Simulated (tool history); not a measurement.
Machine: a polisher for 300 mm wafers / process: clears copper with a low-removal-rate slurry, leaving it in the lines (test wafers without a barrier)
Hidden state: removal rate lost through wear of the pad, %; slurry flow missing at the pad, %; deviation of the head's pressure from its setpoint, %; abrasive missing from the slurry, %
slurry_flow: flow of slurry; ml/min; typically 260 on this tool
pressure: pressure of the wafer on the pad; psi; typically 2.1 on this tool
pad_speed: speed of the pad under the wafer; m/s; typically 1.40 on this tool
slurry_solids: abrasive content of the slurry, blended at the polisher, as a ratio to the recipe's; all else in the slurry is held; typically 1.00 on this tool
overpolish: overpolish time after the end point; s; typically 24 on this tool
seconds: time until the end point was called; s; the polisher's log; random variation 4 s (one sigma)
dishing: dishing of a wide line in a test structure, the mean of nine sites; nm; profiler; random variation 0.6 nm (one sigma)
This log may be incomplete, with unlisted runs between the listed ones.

run	hour	slurry_flow	pressure	pad_speed	slurry_solids	overpolish	wafers since the last listed run	wafers polished on this pad	hours since the slurry nozzle was cleaned	hours since the head pressure was calibrated	hours since the slurry blender was calibrated	incoming thickness of the incoming film, nm	seconds	dishing
1	0.0	260	2.1	1.40	1.00	24	0	220	231.0	903.1	10.3	518.7	205.2	30.9
2	17.1	260	2.1	1.40	1.00	24	66	286	248.1	920.2	27.4	517.0	218.3	30.2
3	27.2	260	2.1	1.40	1.00	24	39	325	258.2	930.3	37.5	507.6	212.1	30.1
4	36.6	260	2.1	1.40	1.00	24	36	361	267.6	939.7	46.9	511.6	213.1	30.5
5	54.3	260	2.1	1.40	1.00	24	68	430	285.3	957.4	64.6	515.6	216.4	30.8
6	70.9	260	2.1	1.40	1.00	24	64	494	301.9	974.0	81.2	512.8	227.6	30.2
7	77.1	260	2.1	1.40	1.00	24	23	518	308.1	980.2	87.4	508.8	226.1	29.5
# hour 89.2: worn pad replaced by a new one, of another model than before
8	90.8	260	2.1	1.40	1.00	24	37	6	321.8	993.9	101.1	507.1	223.8	30.2
# hour 106.0: slurry blender recalibrated
9	106.5	260	2.1	1.40	1.00	24	52	59	337.5	1009.6	0.5	511.7	193.7	31.3
# hour 120.6: head pressure recalibrated
10	122.0	260	2.1	1.40	1.00	24	52	111	353.0	1.4	16.0	505.9	203.3	30.4
11	136.8	185	2.1	1.40	1.00	12	57	168	367.8	16.2	30.8	518.5	235.5	17.8
12	153.4	260	2.1	1.40	1.00	24	64	232	384.4	32.8	47.4	510.5	217.3	30.5
# hour 162.3: slurry nozzle cleaned
13	166.2	260	2.1	1.40	1.00	24	45	278	3.9	45.6	60.2	499.7	222.0	30.5
14	173.4	260	2.6	1.40	1.00	24	27	306	11.1	52.8	67.4	513.3	201.7	32.1
15	186.4	260	1.6	1.40	1.25	24	50	356	24.1	65.8	80.4	519.0	239.6	29.1
16	192.5	260	2.1	1.82	1.30	18	23	380	30.2	71.9	86.5	518.4	178.9	29.3

Run 17, settings as shown, results not yet in. Your forecast:
17	204.4	260	2.3	1.40	0.75	37	46	426	42.1	83.8	98.4	512.5	?	?

seconds: 231.6 s
dishing: 36.4 nm
Without the tool's hidden state the same run would have given seconds 209.2 s, dishing 38.1 nm.

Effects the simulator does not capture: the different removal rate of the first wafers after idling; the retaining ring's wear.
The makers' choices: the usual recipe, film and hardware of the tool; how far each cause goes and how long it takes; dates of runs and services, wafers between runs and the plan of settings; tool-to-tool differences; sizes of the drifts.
